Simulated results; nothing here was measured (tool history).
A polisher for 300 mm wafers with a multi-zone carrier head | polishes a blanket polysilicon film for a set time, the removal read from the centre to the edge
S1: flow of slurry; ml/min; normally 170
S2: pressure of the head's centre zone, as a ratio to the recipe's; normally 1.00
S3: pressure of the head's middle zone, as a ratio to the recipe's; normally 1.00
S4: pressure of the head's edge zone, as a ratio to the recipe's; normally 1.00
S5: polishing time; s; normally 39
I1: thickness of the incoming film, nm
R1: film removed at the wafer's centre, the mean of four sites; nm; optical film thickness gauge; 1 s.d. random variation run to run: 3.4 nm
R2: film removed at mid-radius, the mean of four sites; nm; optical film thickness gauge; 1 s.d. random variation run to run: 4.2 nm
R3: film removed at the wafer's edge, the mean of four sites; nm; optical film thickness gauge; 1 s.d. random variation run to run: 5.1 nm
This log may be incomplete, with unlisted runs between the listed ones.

run	hour	S1	S2	S3	S4	S5	I1	R1	R2	R3
1	0.0	170	1.00	1.00	1.05	39	1141.8	385.8	400.8	402.3
2	57.6	170	1.00	1.00	1.00	39	1133.8	370.3	382.6	385.1
# hour 78.2: worn pad replaced by a new one
3	87.8	170	1.00	1.00	1.00	39	1135.9	356.5	358.5	384.1
# hour 90.4: slurry nozzle cleaned
4	139.8	170	1.00	1.00	1.00	39	1123.9	399.2	406.9	415.0
5	174.0	170	1.00	0.91	1.00	39	1133.0	395.2	373.7	409.6
6	215.6	170	1.00	0.91	1.00	39	1119.5	388.3	370.8	404.6
# hour 227.9: worn pad replaced by a new one
# hour 251.2: carrier head's membrane replaced by a new one
7	251.7	170	1.00	0.91	1.00	39	1117.3	381.4	358.1	402.2
8	308.1	145	1.12	1.00	1.08	48	1140.5	472.7	439.0	480.8
# hour 314.1: slurry nozzle cleaned
9	355.5	195	1.00	1.00	1.00	46	1123.5	489.2	504.7	491.8
# hour 382.2: edge zone pressure recalibrated
# hour 385.9: worn pad replaced by a new one, of another model than before
10	420.1	170	1.00	1.00	1.00	39	1135.4	395.9	399.4	413.0
11	453.4	125	1.00	1.00	1.00	39	1138.0	379.9	401.4	398.1
# hour 518.6: worn pad replaced by a new one
12	519.1	170	1.00	1.00	1.00	39	1136.7	392.8	397.5	400.1
# hour 522.9: centre zone pressure recalibrated
# hour 535.2: slurry nozzle cleaned
13	587.3	170	1.08	0.93	0.95	39	1126.9	435.3	383.8	403.4
# hour 644.9: worn pad replaced by a new one
14	645.4	170	1.00	1.00	1.00	39	1135.5	401.2	401.4	415.1
15	692.7	170	0.93	1.00	1.00	26	1124.7	240.9	268.5	270.8

Alternative continuations, all from the tool just after run 15; predict every row:
A	693.1	170	1.00	1.00	1.00	39	1116.3	?	?	?
B	693.1	170	1.00	1.00	1.00	48	1116.3	?	?	?
C	693.1	140	1.11	1.00	1.08	43	1116.3	?	?	?
D	693.1	170	1.00	1.10	0.96	30	1116.3	?	?	?

run	R1	R2	R3
A	390.3	407.6	410.6
B	480.4	501.7	505.4
C	466.5	439.6	463.1
D	300.4	340.1	309.3
Without the tool's hidden state the same runs would have given:
run	R1	R2	R3
A	399.7	416.3	416.9
B	491.9	512.4	513.1
C	479.1	450.0	470.8
D	307.7	347.3	314.1

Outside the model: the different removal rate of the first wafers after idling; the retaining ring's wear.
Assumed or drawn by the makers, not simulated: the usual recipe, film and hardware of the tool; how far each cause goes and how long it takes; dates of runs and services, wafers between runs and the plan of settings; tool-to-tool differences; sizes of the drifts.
